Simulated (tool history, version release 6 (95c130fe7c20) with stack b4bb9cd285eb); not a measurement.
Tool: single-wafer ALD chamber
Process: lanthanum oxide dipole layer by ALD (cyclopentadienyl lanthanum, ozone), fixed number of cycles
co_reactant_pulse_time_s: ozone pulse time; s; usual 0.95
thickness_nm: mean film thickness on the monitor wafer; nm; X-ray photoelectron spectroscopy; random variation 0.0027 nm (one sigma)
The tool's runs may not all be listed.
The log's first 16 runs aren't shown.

run	hour	co_reactant_pulse_time_s	wafers since the last listed run	hours since the last thermocouple change	hours since the last ozone generator service	hours since the showerhead was replaced	hours since the gauge calibration	read-back reference wafer on the same gauge, thickness_nm	thickness_nm
# hour 183.2: gauge calibrated
17	187.6	0.83	165	37.6	1039.6	6787.1	4.4	0.542	0.458
18	237.1	0.95	631	87.1	1089.1	6836.6	53.9	0.541	0.468
19	245.1	1.3	102	95.1	1097.1	6844.6	61.9	0.543	0.507
20	259.2	0.95	179	109.2	1111.2	6858.7	76	0.541	0.467
21	272.4	0.95	168	122.4	1124.4	6871.9	89.2	0.542	0.466
22	287.7	1.33	195	137.7	1139.7	6887.2	104.5	0.541	0.508
23	303.5	1.16	201	153.5	1155.5	6903	120.3	0.541	0.486
24	313.8	1.17	131	163.8	1165.8	6913.3	130.6	0.541	0.487
# hour 333.2: showerhead replaced
25	333.7	0.61	151	183.7	1185.7	0.5	150.5	0.541	0.401
# hour 346.3: ozone generator serviced
26	347.5	0.95	74	197.5	1.2	14.3	164.3	0.54	0.506
27	361.3	1.12	176	211.3	15	28.1	178.1	0.54	0.525
28	401.3	1.14	510	251.3	55	68.1	218.1	0.542	0.526
29	411.9	1.31	135	261.9	65.6	78.7	228.7	0.541	0.541
30	422.6	0.77	136	272.6	76.3	89.4	239.4	0.541	0.484
# hour 428.6: gauge calibrated
31	433.5	0.95	139	283.5	87.2	100.3	4.9	0.541	0.508

Forecast each of these 4 alternatives for the next run:
A	433.9	1.13	5	283.9	87.6	100.7	5.3	?	?
B	433.9	0.75	5	283.9	87.6	100.7	5.3	?	?
C	433.9	0.72	5	283.9	87.6	100.7	5.3	?	?
D	433.9	0.63	5	283.9	87.6	100.7	5.3	?	?

run	read-back reference wafer on the same gauge, thickness_nm	thickness_nm
A	0.541	0.521
B	0.541	0.476
C	0.541	0.471
D	0.541	0.456
Without the tool's hidden state the same runs would have given:
run	thickness_nm
A	0.522
B	0.477
C	0.473
D	0.458
